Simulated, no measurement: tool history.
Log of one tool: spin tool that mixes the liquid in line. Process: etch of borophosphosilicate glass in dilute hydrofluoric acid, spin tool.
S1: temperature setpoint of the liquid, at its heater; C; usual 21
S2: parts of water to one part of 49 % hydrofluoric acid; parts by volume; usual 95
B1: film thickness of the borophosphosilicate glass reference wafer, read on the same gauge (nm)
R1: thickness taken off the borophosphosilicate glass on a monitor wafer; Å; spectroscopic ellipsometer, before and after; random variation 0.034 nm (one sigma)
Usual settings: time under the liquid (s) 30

Run 1, hour 0: usual settings; B1 100.04. Result: R1 88.5 Å.
Run 2, hour 6.8: usual settings; B1 100.02. Result: R1 89.3 Å.
Run 3, hour 23.5: usual settings; B1 99.99. Result: R1 88.3 Å.
Run 4, hour 33: usual settings but S1 18.5 C; B1 99.99. Result: R1 79.2 Å.
Run 5, hour 43.5: usual settings; B1 100.03. Result: R1 88.5 Å.
Run 6, hour 61.2: usual settings; B1 99.99. Result: R1 88.5 Å.
Run 7, hour 73.5: usual settings but S1 20 C, S2 120 parts by volume; B1 99.98. Result: R1 65.5 Å.
Run 8, hour 88.6: usual settings; B1 100. Result: R1 88.5 Å.
Run 9, hour 100.8: usual settings; B1 100.05. Result: R1 88.5 Å.
Run 10, hour 116: usual settings; B1 100.02. Result: R1 88.4 Å.
Run 11, hour 127.3: usual settings; B1 100.02. Result: R1 88.3 Å.
Run 12, hour 141.6: usual settings; B1 99.99. Result: R1 89.1 Å.
At hour 147.8: thermometer replaced.
Run 13, hour 158.5: usual settings but S1 17 C; B1 100. Result: R1 84.6 Å.
Run 14, hour 169: usual settings; B1 100. Result: R1 100 Å.
Run 15, hour 181.1: usual settings but time under the liquid (s) 45; B1 100. Result: R1 149 Å.
At hour 189.9: gauge calibrated.
Run 16, hour 193.2: usual settings but S1 25.5 C, S2 70 parts by volume; B1 100. Result: R1 168 Å.
Run 17, hour 210.4: usual settings; B1 100.01. Result: R1 100.4 Å.
At hour 212.1: hydrofluoric acid flow meter replaced.
Run 18, hour 221.9: usual settings but S1 19.5 C, S2 65 parts by volume; B1 99.99. Result: R1 139.3 Å.
Run 19, hour 231.2: usual settings but time under the liquid (s) 50; B1 100.03. Result: R1 163.7 Å.
Run 20, hour 241: usual settings but S1 26 C, S2 130 parts by volume, time under the liquid (s) 15; B1 100.02. Result: R1 41.8 Å.
Run 21, hour 251: usual settings; B1 99.98. Result: R1 97.2 Å.
Run 22, hour 264.2: usual settings but S1 24 C, time under the liquid (s) 15; B1 100.02. Result: R1 55.1 Å.
Run 23, hour 275: usual settings but S1 23.5 C; B1 100.01. Result: R1 108.7 Å.
Run 24, hour 287.6: usual settings; B1 100. Result: R1 97.9 Å.
Run 25, hour 302.6: usual settings but S1 19.5 C, S2 140 parts by volume, time under the liquid (s) 25; B1 100.03. Result: R1 49.4 Å.

The next listed run, before its measurement:
Run 26, hour 310.4: usual settings but S1 17 C, S2 50 parts by volume, time under the liquid (s) 45; B1 ?. Result: R1 ?.

{"run 26": {"B1": 100.04, "R1": 246.8}}
Without the tool's hidden state the same run would have given R1 245.9 Å.
